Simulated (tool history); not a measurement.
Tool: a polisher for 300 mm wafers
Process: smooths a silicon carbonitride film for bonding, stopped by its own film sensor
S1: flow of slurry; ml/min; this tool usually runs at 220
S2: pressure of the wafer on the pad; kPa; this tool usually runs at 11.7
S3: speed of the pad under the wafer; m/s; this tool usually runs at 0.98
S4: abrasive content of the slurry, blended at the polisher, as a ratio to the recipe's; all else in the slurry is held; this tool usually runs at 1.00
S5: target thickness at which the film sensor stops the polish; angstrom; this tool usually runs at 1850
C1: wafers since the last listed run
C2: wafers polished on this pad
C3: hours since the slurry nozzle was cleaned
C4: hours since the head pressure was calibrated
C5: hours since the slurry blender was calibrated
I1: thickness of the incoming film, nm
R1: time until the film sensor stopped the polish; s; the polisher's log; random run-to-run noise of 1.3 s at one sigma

run	hour	S1	S2	S3	S4	S5	C1	C2	C3	C4	C5	I1	R1
1	0.0	220	11.7	0.98	1.00	1850	0	203	230.3	446.3	127.6	206.7	128.5
2	51.2	220	11.7	0.98	1.00	1850	576	780	281.5	497.5	178.8	209.6	143.3
3	120.9	220	11.7	0.98	1.00	1850	784	1564	351.2	567.2	248.5	213.2	167.4
# hour 148.3: slurry blender recalibrated
# hour 198.0: worn pad replaced by a new one
4	198.5	220	11.7	0.98	1.00	1850	805	5	428.8	644.8	50.2	208.8	140.5
5	229.2	220	11.7	0.98	1.00	1850	345	351	459.5	675.5	80.9	211.5	157.7
6	274.8	220	11.7	0.98	1.25	1910	513	864	505.1	721.1	126.5	208.6	91.3
7	335.4	220	11.7	0.98	1.25	1910	682	1546	565.7	781.7	187.1	210.7	101.1
8	367.5	220	11.7	0.98	1.25	1910	361	1908	597.8	813.8	219.2	209.7	97.1
# hour 381.8: worn pad replaced by a new one
9	412.0	220	11.7	0.98	1.00	1920	455	340	642.3	858.3	263.7	207.1	89.6
10	468.5	290	8.3	1.30	1.00	1790	635	976	698.8	914.8	320.2	209.6	171.5
# hour 472.7: head pressure recalibrated
# hour 515.0: slurry blender recalibrated
11	518.2	220	13.1	0.98	0.90	1850	514	1490	748.5	45.5	3.2	210.7	157.4
12	546.3	155	11.7	0.98	1.00	1850	316	1806	776.6	73.6	31.3	207.4	141.5
# hour 584.7: worn pad replaced by a new one
13	613.4	250	9.0	1.26	1.00	1920	710	322	843.7	140.7	98.4	208.7	94.5
# hour 618.0: slurry nozzle cleaned
# hour 747.6: slurry nozzle cleaned, repeated, since the last time left the tool worse
14	776.3	220	15.9	0.98	1.00	1850	1811	2133	28.7	303.6	261.3	212.6	132.3
# hour 788.0: worn pad replaced by a new one
# hour 831.0: slurry blender recalibrated
15	844.5	220	11.7	0.98	1.00	1850	700	613	96.9	371.8	13.5	210.6	146.5
16	909.0	220	11.7	0.72	1.00	1780	726	1339	161.4	436.3	78.0	210.2	241.5
17	948.0	240	14.5	0.98	1.00	1850	438	1778	200.4	475.3	117.0	213.6	147.6
# hour 977.4: worn pad replaced by a new one
18	1001.8	220	11.7	0.98	1.00	1850	560	275	254.2	529.1	170.8	207.3	130.3
19	1060.2	175	8.3	0.98	1.00	1770	657	932	312.6	587.5	229.2	210.8	245.9

3 options for the next run, each taken on its own from the tool as it stands now. Forecast them:
A	1060.7	220	11.7	0.80	1.00	1850	5	938	313.1	588.0	229.7	209.3	?
B	1060.7	295	11.7	0.74	1.25	1850	5	938	313.1	588.0	229.7	209.3	?
C	1060.7	190	10.3	1.26	0.90	1850	5	938	313.1	588.0	229.7	209.3	?

run	R1
A	168.7
B	153.2
C	138.3
Without the tool's unlogged condition, the same runs would have read:
run	R1
A	167.1
B	152.1
C	136.9
